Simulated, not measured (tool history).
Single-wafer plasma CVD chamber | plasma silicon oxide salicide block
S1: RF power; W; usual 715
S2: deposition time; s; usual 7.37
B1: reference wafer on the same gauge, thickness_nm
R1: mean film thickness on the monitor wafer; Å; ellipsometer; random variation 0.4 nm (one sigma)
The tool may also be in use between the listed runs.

{"run": 1, "hour": 0.0, "S1": 775, "S2": 7.37, "B1": 87.809, "R1": 930}
{"run": 2, "hour": 33.2, "S1": 775, "S2": 7.37, "B1": 87.862, "R1": 924.19}
{"run": 3, "hour": 46.5, "S1": 715, "S2": 6.99, "B1": 87.827, "R1": 847.98}
{"run": 4, "hour": 75.9, "S1": 715, "S2": 6.99, "B1": 87.735, "R1": 841.36}
{"run": 5, "hour": 103.0, "S1": 715, "S2": 7.37, "B1": 87.739, "R1": 896.08}
{"run": 6, "hour": 125.9, "S1": 715, "S2": 7.37, "B1": 87.755, "R1": 902.5}
{"run": 7, "hour": 143.2, "S1": 615, "S2": 8.29, "B1": 87.891, "R1": 944.71}
{"run": 8, "hour": 169.0, "S1": 615, "S2": 8.29, "B1": 87.649, "R1": 943.86}
{"run": 9, "hour": 201.6, "S1": 615, "S2": 8.29, "B1": 87.694, "R1": 956.24}
{"run": 10, "hour": 217.8, "S1": 715, "S2": 7.37, "B1": 87.893, "R1": 895.75}
{"run": 11, "hour": 241.3, "S1": 715, "S2": 7.37, "B1": 87.84, "R1": 888.53}
{"run": 12, "hour": 257.9, "S1": 715, "S2": 7.37, "B1": 87.892, "R1": 891.12}
{"run": 13, "hour": 280.3, "S1": 715, "S2": 7.37, "B1": 87.706, "R1": 890.57}
{"run": 14, "hour": 304.1, "S1": 715, "S2": 7.37, "B1": 87.715, "R1": 889.43}
{"run": 15, "hour": 338.9, "S1": 715, "S2": 7.37, "B1": 87.734, "R1": 891.04}
{"run": 16, "hour": 372.0, "S1": 715, "S2": 7.37, "B1": 87.803, "R1": 893.93}
{"run": 17, "hour": 400.4, "S1": 715, "S2": 7.37, "B1": 87.719, "R1": 893.43}
{"run": 18, "hour": 413.3, "S1": 715, "S2": 7.37, "B1": 87.872, "R1": 885.72}
{"run": 19, "hour": 436.8, "S1": 715, "S2": 7.37, "B1": 87.735, "R1": 887.35}
{"run": 20, "hour": 462.3, "S1": 715, "S2": 7.37, "B1": 87.883, "R1": 884.17}
{"run": 21, "hour": 532.8, "S1": 715, "S2": 7.37, "B1": 87.893, "R1": 884.02}
{"run": 22, "hour": 547.0, "S1": 795, "S2": 6.84, "B1": 87.897, "R1": 856.92}
{"run": 23, "hour": 602.7, "S1": 715, "S2": 8.18, "B1": 87.859, "R1": 979.66}
{"run": 24, "hour": 624.7, "S1": 715, "S2": 7.37, "B1": 87.642, "R1": 879.66}
{"run": 25, "hour": 642.0, "S1": 715, "S2": 7.37, "B1": 87.771, "R1": 877.02}
{"run": 26, "hour": 655.1, "S1": 790, "S2": 8.15, "B1": 87.722, "R1": 1011.98}
{"hour": 728.4, "done": "showerhead replaced"}
{"run": 27, "hour": 744.4, "S1": 715, "S2": 6.78, "B1": 87.838, "R1": 805.19}
{"run": 28, "hour": 769.6, "S1": 650, "S2": 7.37, "B1": 87.848, "R1": 846.1}
{"hour": 797.8, "done": "gauge calibrated"}
{"run": 29, "hour": 838.1, "S1": 715, "S2": 7.37, "B1": 87.85, "R1": 880.53}
{"run": 30, "hour": 864.6, "S1": 715, "S2": 8.71, "B1": 87.763, "R1": 1025.78}
{"hour": 884.3, "done": "RF generator calibrated"}
{"run": 31, "hour": 886.9, "S1": 715, "S2": 7.37, "B1": 87.687, "R1": 900.55}
{"run": 32, "hour": 912.3, "S1": 655, "S2": 6.47, "B1": 87.833, "R1": 762.77}
{"run": 33, "hour": 944.5, "S1": 790, "S2": 8.83, "B1": 87.807, "R1": 1114.77}
{"run": 34, "hour": 968.0, "S1": 715, "S2": 7.37, "B1": 87.857, "R1": 906.16}
{"run": 35, "hour": 985.6, "S1": 620, "S2": 6.48, "B1": 87.928, "R1": 750.39}
{"run": 36, "hour": 998.2, "S1": 715, "S2": 8.07, "B1": 87.69, "R1": 990.6}
{"run": 37, "hour": 1017.8, "S1": 850, "S2": 8.12, "B1": 87.787, "R1": 1066.11}
{"run": 38, "hour": 1040.2, "S1": 715, "S2": 7.37, "B1": 87.777, "R1": 893.26}
{"run": 39, "hour": 1059.2, "S1": 790, "S2": 8.83, "B1": 87.837, "R1": 1134.13}
{"run": 40, "hour": 1090.0, "S1": 800, "S2": 7.37, "B1": 87.791, "R1": 939.42}
{"run": 41, "hour": 1113.1, "S1": 750, "S2": 6.08, "B1": 87.923, "R1": 762.85}
{"run": 42, "hour": 1125.8, "S1": 575, "S2": 5.94, "B1": 87.736, "R1": 664.23}
{"run": 43, "hour": 1144.3, "S1": 715, "S2": 7.37, "B1": 87.866, "R1": 895.05}

3 ways to go on from here, each from the tool as it stands after run 43. What would each give?
{"run": "A", "hour": 1144.7, "S1": 715, "S2": 6.59, "B1": "?", "R1": "?"}
{"run": "B", "hour": 1144.7, "S1": 715, "S2": 8.38, "B1": "?", "R1": "?"}
{"run": "C", "hour": 1144.7, "S1": 850, "S2": 7.79, "B1": "?", "R1": "?"}

run=A B1=87.833 R1=804.74
run=B B1=87.833 R1=1023.32
run=C B1=87.833 R1=1016.31
Without the tool's hidden state the same runs would have given:
run=A R1=811.5
run=B R1=1031.92
run=C R1=1024.85

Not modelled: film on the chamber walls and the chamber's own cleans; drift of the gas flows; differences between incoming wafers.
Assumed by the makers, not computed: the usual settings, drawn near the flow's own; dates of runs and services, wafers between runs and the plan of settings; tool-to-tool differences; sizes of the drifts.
